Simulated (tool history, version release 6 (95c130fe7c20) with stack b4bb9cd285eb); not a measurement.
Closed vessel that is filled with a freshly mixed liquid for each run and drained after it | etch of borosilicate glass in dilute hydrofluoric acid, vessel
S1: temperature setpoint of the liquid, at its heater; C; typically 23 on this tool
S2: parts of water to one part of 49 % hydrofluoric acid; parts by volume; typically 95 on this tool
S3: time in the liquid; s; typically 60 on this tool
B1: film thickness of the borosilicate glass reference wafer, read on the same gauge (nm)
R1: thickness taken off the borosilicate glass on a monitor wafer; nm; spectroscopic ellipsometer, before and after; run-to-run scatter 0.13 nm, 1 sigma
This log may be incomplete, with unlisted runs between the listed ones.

run 1 hour=0 | S1=23 S2=95 S3=60 | B1=130.01 | R1=26.01
run 2 hour=28.6 | S1=23 S2=75 S3=50 | B1=130.01 | R1=27.97
run 3 hour=42.4 | S1=23 S2=75 S3=50 | B1=129.98 | R1=27.89
run 4 hour=64.3 | S1=23 S2=75 S3=50 | B1=130.01 | R1=27.81
run 5 hour=94.4 | S1=23 S2=70 S3=60 | B1=130 | R1=35.62
run 6 hour=123.8 | S1=23 S2=70 S3=60 | B1=130.02 | R1=35.91
run 7 hour=153 | S1=24.5 S2=95 S3=60 | B1=129.99 | R1=27.21
run 8 hour=179.8 | S1=23 S2=95 S3=70 | B1=130.01 | R1=33.05
run 9 hour=194.7 | S1=23 S2=95 S3=70 | B1=130 | R1=33.22
run 10 hour=211.6 | S1=23 S2=95 S3=60 | B1=130 | R1=30.06
run 11 hour=235.2 | S1=20.5 S2=135 S3=85 | B1=130.02 | R1=26.04
run 12 hour=260.2 | S1=21 S2=70 S3=30 | B1=130 | R1=19.13
run 13 hour=278.9 | S1=23 S2=95 S3=60 | B1=130 | R1=29.89
run 14 hour=305 | S1=26 S2=70 S3=60 | B1=130.04 | R1=47.04
run 15 hour=330.9 | S1=26.5 S2=95 S3=75 | B1=130.05 | R1=42.71
run 16 hour=361.6 | S1=23 S2=95 S3=80 | B1=129.96 | R1=39.18
run 17 hour=374.1 | S1=19 S2=65 S3=50 | B1=129.99 | R1=31.76
run 18 hour=400.1 | S1=18.5 S2=45 S3=30 | B1=130.02 | R1=27.53

Not shown here: 3 entries made in the log between runs. Locate each between two listed runs and compare the hidden state at the listed run before it with the hidden state at the listed run after it:
Between runs 7 and 8: thermometer replaced (hour 174.6)
  liquid colder than its thermometer reads (K): 2.88 -> 0.0738; hydrofluoric acid flow below the setpoint (%): 5.22 -> 5.36
  measured result minus the result with no hidden state, R1: -5.22 -> -2.2 nm
Between runs 9 and 10: hydrofluoric acid flow meter replaced (hour 201.5)
  liquid colder than its thermometer reads (K): 0.0937 -> 0.116; hydrofluoric acid flow below the setpoint (%): 5.44 -> 0.551
  measured result minus the result with no hidden state, R1: -2.27 -> -0.33 nm
Between runs 11 and 12: gauge calibrated (hour 252.2)
  liquid colder than its thermometer reads (K): 0.148 -> 0.181; hydrofluoric acid flow below the setpoint (%): 0.672 -> 0.8
  measured result minus the result with no hidden state, R1: -0.36 -> -0.31 nm

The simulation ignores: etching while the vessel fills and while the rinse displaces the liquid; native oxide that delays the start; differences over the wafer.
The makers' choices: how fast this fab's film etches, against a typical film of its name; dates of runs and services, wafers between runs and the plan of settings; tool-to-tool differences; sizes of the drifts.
